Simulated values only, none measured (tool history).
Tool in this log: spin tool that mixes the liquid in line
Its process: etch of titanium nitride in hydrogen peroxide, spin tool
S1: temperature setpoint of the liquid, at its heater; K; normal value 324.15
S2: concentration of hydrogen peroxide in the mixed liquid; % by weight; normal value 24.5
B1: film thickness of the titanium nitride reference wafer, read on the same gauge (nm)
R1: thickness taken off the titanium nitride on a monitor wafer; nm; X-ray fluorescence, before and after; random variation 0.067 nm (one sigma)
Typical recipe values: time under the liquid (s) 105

Run 1, hour 0.0: usual settings but time under the liquid (s) 145; B1 120.00. Result: R1 10.90 nm.
At hour 12.8: gauge calibrated.
Run 2, hour 46.8: usual settings but time under the liquid (s) 145; B1 120.00. Result: R1 10.73 nm.
Run 3, hour 102.7: usual settings but time under the liquid (s) 145; B1 119.97. Result: R1 10.73 nm.
Run 4, hour 144.9: usual settings but S1 326.65 K; B1 120.03. Result: R1 9.39 nm.
Run 5, hour 172.2: usual settings; B1 120.03. Result: R1 7.82 nm.
Run 6, hour 224.7: usual settings; B1 120.01. Result: R1 7.84 nm.
Run 7, hour 282.7: usual settings; B1 119.97. Result: R1 7.80 nm.
Run 8, hour 353.7: usual settings; B1 119.98. Result: R1 7.73 nm.
Run 9, hour 494.1: usual settings; B1 120.01. Result: R1 7.59 nm.
Run 10, hour 545.7: usual settings; B1 119.96. Result: R1 7.67 nm.
At hour 564.8: new drum of peroxide connected.
Run 11, hour 574.0: usual settings; B1 120.00. Result: R1 7.67 nm.
At hour 593.2: peroxide flow meter replaced.
Run 12, hour 603.0: usual settings but S2 29.0 % by weight; B1 120.01. Result: R1 7.82 nm.
At hour 617.3: gauge calibrated.
At hour 629.2: thermometer replaced.
Run 13, hour 633.0: usual settings; B1 119.95. Result: R1 7.56 nm.
At hour 636.4: heated supply line repaired.
Run 14, hour 689.7: usual settings but S2 22.0 % by weight, time under the liquid (s) 60; B1 119.95. Result: R1 3.62 nm.
Run 15, hour 718.6: usual settings but S2 28.5 % by weight; B1 120.01. Result: R1 6.73 nm.
Run 16, hour 763.2: usual settings but S1 331.15 K, S2 30.0 % by weight, time under the liquid (s) 45; B1 119.97. Result: R1 4.79 nm.
Run 17, hour 832.0: usual settings but S2 22.0 % by weight; B1 119.99. Result: R1 6.29 nm.
Run 18, hour 896.7: usual settings but S2 17.5 % by weight; B1 120.02. Result: R1 6.08 nm.
Run 19, hour 949.3: usual settings but time under the liquid (s) 145; B1 120.01. Result: R1 8.91 nm.
At hour 956.1: heated supply line repaired, repeated, since the last time left the tool worse.
Run 20, hour 980.1: usual settings but S1 327.15 K, time under the liquid (s) 40; B1 120.01. Result: R1 4.21 nm.
Run 21, hour 1020.7: usual settings but S2 18.0 % by weight; B1 119.96. Result: R1 8.20 nm.
Run 22, hour 1081.2: usual settings; B1 119.98. Result: R1 8.68 nm.
Run 23, hour 1262.1: usual settings but time under the liquid (s) 155; B1 120.01. Result: R1 12.96 nm.
At hour 1281.2: gauge calibrated.
Run 24, hour 1316.4: usual settings but S1 318.15 K, S2 21.5 % by weight; B1 119.99. Result: R1 5.36 nm.
At hour 1322.9: new drum of peroxide connected.
Run 25, hour 1345.0: usual settings but S1 319.15 K, S2 27.5 % by weight, time under the liquid (s) 60; B1 120.00. Result: R1 3.54 nm.

What if the next run were any one of these 4? Each begins from the tool's condition after run 25:
Run A, hour 1345.4: usual settings; B1 ?. Result: R1 ?.
Run B, hour 1345.4: usual settings but S1 314.65 K, S2 20.0 % by weight, time under the liquid (s) 165; B1 ?. Result: R1 ?.
Run C, hour 1345.4: usual settings but S1 333.65 K, S2 20.0 % by weight, time under the liquid (s) 145; B1 ?. Result: R1 ?.
Run D, hour 1345.4: usual settings but S1 328.65 K, S2 27.0 % by weight, time under the liquid (s) 145; B1 ?. Result: R1 ?.

run      B1     R1
  A  119.99   8.53
  B  119.99   6.34
  C  119.99  21.89
  D  119.99  16.55
Without the tool's hidden state the same runs would have given:
run     R1
  A   8.76
  B   6.53
  C  22.46
  D  17.00
